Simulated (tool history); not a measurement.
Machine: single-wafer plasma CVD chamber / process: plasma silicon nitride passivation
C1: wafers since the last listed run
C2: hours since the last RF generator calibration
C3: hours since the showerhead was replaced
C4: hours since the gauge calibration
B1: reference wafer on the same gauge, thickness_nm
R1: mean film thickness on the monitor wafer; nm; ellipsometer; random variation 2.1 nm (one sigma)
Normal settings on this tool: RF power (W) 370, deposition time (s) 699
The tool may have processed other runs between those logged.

Run 1, day 0: usual settings; C1 0; C2 751.9; C3 4465.3; C4 302.3; B1 966.156. Result: R1 942.542 nm.
Run 2, day 1.383: usual settings; C1 132; C2 785.1; C3 4498.5; C4 335.5; B1 965.902. Result: R1 936.966 nm.
Run 3, day 2.508: usual settings; C1 107; C2 812.1; C3 4525.5; C4 362.5; B1 965.77. Result: R1 936.51 nm.
At day 3.233: gauge calibrated.
Run 4, day 3.771: usual settings; C1 121; C2 842.4; C3 4555.8; C4 12.9; B1 966.624. Result: R1 939.243 nm.
Run 5, day 5.067: usual settings but RF power (W) 425, deposition time (s) 624; C1 124; C2 873.5; C3 4586.9; C4 44; B1 966.339. Result: R1 868.494 nm.
Run 6, day 6.05: usual settings; C1 94; C2 897.1; C3 4610.5; C4 67.6; B1 965.431. Result: R1 937.042 nm.
Run 7, day 6.767: usual settings; C1 68; C2 914.3; C3 4627.7; C4 84.8; B1 966.54. Result: R1 933.247 nm.
Run 8, day 9.667: usual settings but deposition time (s) 752; C1 278; C2 983.9; C3 4697.3; C4 154.4; B1 965.895. Result: R1 1005.328 nm.
Run 9, day 10.438: usual settings but deposition time (s) 752; C1 73; C2 1002.4; C3 4715.8; C4 172.9; B1 966.354. Result: R1 1004.669 nm.
At day 11.142: showerhead replaced.
Run 10, day 11.162: usual settings but RF power (W) 340, deposition time (s) 664; C1 37; C2 1019.8; C3 0.5; C4 190.3; B1 967.083. Result: R1 871.528 nm.
Run 11, day 12.146: usual settings but RF power (W) 340, deposition time (s) 664; C1 94; C2 1043.4; C3 24.1; C4 213.9; B1 965.604. Result: R1 870.204 nm.
Run 12, day 13.392: usual settings but RF power (W) 340, deposition time (s) 664; C1 119; C2 1073.3; C3 54; C4 243.8; B1 966.489. Result: R1 866.461 nm.
Run 13, day 14.617: usual settings but RF power (W) 330; C1 117; C2 1102.7; C3 83.4; C4 273.2; B1 965.856. Result: R1 904.456 nm.
Run 14, day 16.008: usual settings but RF power (W) 405, deposition time (s) 614; C1 133; C2 1136.1; C3 116.8; C4 306.6; B1 966.615. Result: R1 836.629 nm.
At day 16.346: RF generator calibrated.
Run 15, day 16.638: usual settings but RF power (W) 390, deposition time (s) 644; C1 28; C2 7; C3 131.9; C4 321.7; B1 966.368. Result: R1 883.687 nm.
At day 17.171: gauge calibrated.
Run 16, day 17.65: usual settings; C1 97; C2 31.3; C3 156.2; C4 11.5; B1 965.925. Result: R1 949.865 nm.
Run 17, day 18.233: usual settings but RF power (W) 335, deposition time (s) 585; C1 55; C2 45.3; C3 170.2; C4 25.5; B1 966.431. Result: R1 773.924 nm.
Run 18, day 18.783: usual settings; C1 52; C2 58.5; C3 183.4; C4 38.7; B1 965.552. Result: R1 945.77 nm.
Run 19, day 19.896: usual settings but RF power (W) 410, deposition time (s) 754; C1 106; C2 85.2; C3 210.1; C4 65.4; B1 965.487. Result: R1 1048.004 nm.
Run 20, day 21.071: usual settings; C1 112; C2 113.4; C3 238.3; C4 93.6; B1 966.883. Result: R1 950.501 nm.
Run 21, day 21.683: usual settings but RF power (W) 410, deposition time (s) 578; C1 58; C2 128.1; C3 253; C4 108.3; B1 965.835. Result: R1 802.391 nm.
Run 22, day 22.45: usual settings but deposition time (s) 598; C1 73; C2 146.5; C3 271.4; C4 126.7; B1 966.592. Result: R1 806.392 nm.
Run 23, day 23.162: usual settings but deposition time (s) 609; C1 68; C2 163.6; C3 288.5; C4 143.8; B1 965.981. Result: R1 827.348 nm.
Run 24, day 24.321: usual settings but RF power (W) 335, deposition time (s) 761; C1 111; C2 191.4; C3 316.3; C4 171.6; B1 964.937. Result: R1 1004.522 nm.
Run 25, day 25.258: usual settings but deposition time (s) 657; C1 89; C2 213.9; C3 338.8; C4 194.1; B1 966.569. Result: R1 888.927 nm.
Run 26, day 26.229: usual settings; C1 93; C2 237.2; C3 362.1; C4 217.4; B1 966.881. Result: R1 944.887 nm.
Run 27, day 26.804: usual settings; C1 55; C2 251; C3 375.9; C4 231.2; B1 966.023. Result: R1 948.197 nm.

State the hidden condition of the tool at each of the runs:
gauge reads high (%): 0, the same for each run
H1: delivered RF power above the setpoint (%)
run     H1
  1  -5.36
  2  -5.57
  3  -5.75
  4  -5.95
  5  -6.16
  6  -6.31
  7  -6.43
  8  -6.89
  9  -7.01
 10  -7.12
 11  -7.28
 12  -7.48
 13  -7.67
 14  -7.89
 15  -1.03
 16  -1.19
 17  -1.29
 18  -1.37
 19  -1.55
 20  -1.74
 21  -1.83
 22  -1.95
 23  -2.07
 24  -2.25
 25   -2.4
 26  -2.55
 27  -2.64
